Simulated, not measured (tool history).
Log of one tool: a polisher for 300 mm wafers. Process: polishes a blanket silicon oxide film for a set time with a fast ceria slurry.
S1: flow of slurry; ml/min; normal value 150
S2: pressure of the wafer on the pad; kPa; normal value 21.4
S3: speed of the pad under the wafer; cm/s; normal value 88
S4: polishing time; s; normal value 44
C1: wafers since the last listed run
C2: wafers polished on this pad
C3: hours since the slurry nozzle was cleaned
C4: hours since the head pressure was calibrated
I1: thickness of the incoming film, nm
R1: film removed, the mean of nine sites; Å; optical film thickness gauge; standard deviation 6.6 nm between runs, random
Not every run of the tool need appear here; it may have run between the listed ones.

Run 1, hour 0.0: usual settings; C1 0; C2 1654; C3 300.1; C4 141.4; I1 1871.0. Result: R1 6841 Å.
Run 2, hour 60.2: usual settings; C1 919; C2 2573; C3 360.3; C4 201.6; I1 1887.9. Result: R1 6534 Å.
At hour 72.7: slurry nozzle cleaned.
At hour 82.8: worn pad replaced by a new one.
Run 3, hour 140.3: usual settings; C1 1146; C2 878; C3 67.6; C4 281.7; I1 1859.2. Result: R1 7058 Å.
Run 4, hour 231.4: usual settings; C1 1391; C2 2269; C3 158.7; C4 372.8; I1 1919.7. Result: R1 6896 Å.
Run 5, hour 303.0: usual settings; C1 1093; C2 3362; C3 230.3; C4 444.4; I1 1891.4. Result: R1 6476 Å.
At hour 326.7: worn pad replaced by a new one.
Run 6, hour 385.2: usual settings; C1 1194; C2 893; C3 312.5; C4 526.6; I1 1923.9. Result: R1 7357 Å.
At hour 405.3: slurry nozzle cleaned.
At hour 479.8: head pressure recalibrated.
At hour 535.7: worn pad replaced by a new one.
Run 7, hour 571.1: usual settings; C1 2731; C2 539; C3 165.8; C4 91.3; I1 1889.1. Result: R1 7076 Å.
Run 8, hour 673.6: usual settings but S1 115 ml/min, S3 78 cm/s; C1 1565; C2 2104; C3 268.3; C4 193.8; I1 1855.5. Result: R1 5645 Å.
At hour 733.9: worn pad replaced by a new one.
Run 9, hour 759.6: usual settings but S1 180 ml/min, S3 72 cm/s; C1 1252; C2 391; C3 354.3; C4 279.8; I1 1887.6. Result: R1 5947 Å.
At hour 821.9: slurry nozzle cleaned.
Run 10, hour 834.0: usual settings but S3 114 cm/s; C1 1120; C2 1512; C3 12.1; C4 354.2; I1 1872.1. Result: R1 9026 Å.
Run 11, hour 903.6: usual settings; C1 1062; C2 2575; C3 81.7; C4 423.8; I1 1916.3. Result: R1 6687 Å.
Run 12, hour 955.0: usual settings; C1 784; C2 3360; C3 133.1; C4 475.2; I1 1928.6. Result: R1 6508 Å.
At hour 980.5: worn pad replaced by a new one.
Run 13, hour 1050.1: usual settings but S1 165 ml/min, S4 56 s; C1 1391; C2 1063; C3 228.2; C4 570.3; I1 1908.0. Result: R1 9465 Å.
Run 14, hour 1110.3: usual settings but S1 115 ml/min, S2 14.5 kPa, S3 112 cm/s, S4 37 s; C1 919; C2 1982; C3 288.4; C4 630.5; I1 1879.4. Result: R1 5024 Å.

Each row is a separate what-if for the run after 14, all from the same tool condition, not one after another. Results?
Run A, hour 1110.7: usual settings; C1 6; C2 1988; C3 288.8; C4 630.9; I1 1882.5. Result: R1 ?.
Run B, hour 1110.7: usual settings but S1 120 ml/min, S2 26.9 kPa; C1 6; C2 1988; C3 288.8; C4 630.9; I1 1882.5. Result: R1 ?.
Run C, hour 1110.7: usual settings but S1 165 ml/min, S3 60 cm/s; C1 6; C2 1988; C3 288.8; C4 630.9; I1 1882.5. Result: R1 ?.

run    R1
  A  7207
  B  8594
  C  4999
Without the tool's unlogged condition, the same runs would have read:
run    R1
  A  7000
  B  8347
  C  4855
